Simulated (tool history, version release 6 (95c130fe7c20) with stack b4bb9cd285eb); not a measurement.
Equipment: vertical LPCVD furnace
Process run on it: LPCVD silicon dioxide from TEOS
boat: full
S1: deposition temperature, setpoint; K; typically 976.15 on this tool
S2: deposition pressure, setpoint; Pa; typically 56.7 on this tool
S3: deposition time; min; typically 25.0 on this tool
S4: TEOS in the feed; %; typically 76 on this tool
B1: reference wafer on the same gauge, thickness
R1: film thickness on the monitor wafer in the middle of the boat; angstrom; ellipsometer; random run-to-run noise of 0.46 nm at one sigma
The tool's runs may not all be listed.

run,hour,S1,S2,S3,S4,B1,R1
1,0.0,976.15,56.7,25.0,76,199.03,2600.8
2,12.4,976.15,56.7,25.0,76,198.94,2606.8
3,21.3,976.15,56.7,25.0,76,199.04,2600.7
4,31.0,976.15,56.7,25.0,76,199.04,2612.0
5,42.2,976.15,56.7,25.0,76,199.01,2599.8
6,49.0,976.15,56.7,25.0,76,199.04,2608.1
7,61.9,976.15,56.7,25.0,76,199.05,2615.6
8,82.8,976.15,56.7,25.0,76,199.01,2611.3
9,89.7,976.15,56.7,25.0,76,198.99,2615.4
10,98.9,976.15,56.7,25.0,76,198.98,2613.0
11,111.8,976.15,56.7,25.0,76,199.04,2615.6
# hour 139.5: thermocouples replaced and temperature profile calibrated
12,140.0,976.15,56.7,25.0,76,198.94,2337.9
13,143.4,971.15,45.3,32.5,84,198.99,2551.9
14,147.9,966.15,56.7,25.0,68,198.98,1759.2
15,165.4,969.15,46.0,25.0,76,199.05,1793.2
16,183.6,965.15,67.3,25.0,65,199.00,1824.3
17,190.5,981.15,65.3,25.0,76,198.94,2830.8
# hour 220.5: pressure gauge zeroed
18,221.0,976.15,56.7,25.0,76,198.96,2344.9
19,224.4,968.15,56.7,34.5,64,199.00,2458.0
20,229.9,981.15,56.7,25.0,88,198.93,2827.8
# hour 268.4: TEOS flow controller replaced
21,268.9,976.15,56.7,25.0,76,198.99,2344.6
22,272.2,970.15,67.3,25.0,76,198.97,2218.5
23,304.2,980.15,51.3,25.0,76,199.06,2442.7
# hour 304.2: gauge calibrated
24,318.2,964.15,61.3,16.0,83,198.97,1236.6
25,330.5,980.15,56.7,17.5,85,199.03,1905.0
26,347.5,976.15,52.7,33.0,84,198.94,3136.9
27,389.4,968.15,52.7,28.0,69,198.93,2002.9
28,404.7,976.15,56.7,25.0,76,198.87,2339.9
29,414.7,976.15,56.7,25.0,76,198.95,2348.4
30,450.4,976.15,56.7,30.5,83,198.91,2992.8
31,459.2,976.15,66.7,25.0,70,198.95,2442.3

For some of the steps in R1 from one run to the next: how much would appear even if the tool had no hidden state, given the settings, what came in and random variation, and how much remains for the hidden state plus any gauge scatter that the measured result and the result without hidden state don't share?
What the log doesn't record here: true tube temperature minus thermocouple reading, K; true pressure minus gauge reading, mTorr; deviation of the TEOS flow from its setpoint, %; gauge reads high (%).
Run 11 -> 12: thermocouples replaced and temperature profile calibrated. R1 -277.7 angstrom: hidden state -272.3, all else -5.4.
Run 23 -> 24: S1 980.15 -> 964.15, S2 51.3 -> 61.3, S3 25.0 -> 16.0, S4 76 -> 83, gauge calibrated. R1 -1206.1 angstrom: hidden state -14.2, all else -1191.9.
Run 25 -> 26: S1 980.15 -> 976.15, S2 56.7 -> 52.7, S3 17.5 -> 33.0, S4 85 -> 84. R1 +1231.9 angstrom: hidden state +15.4, all else +1216.5.
Run 26 -> 27: S1 976.15 -> 968.15, S3 33.0 -> 28.0, S4 84 -> 69. R1 -1134.0 angstrom: hidden state -13.3, all else -1120.7.
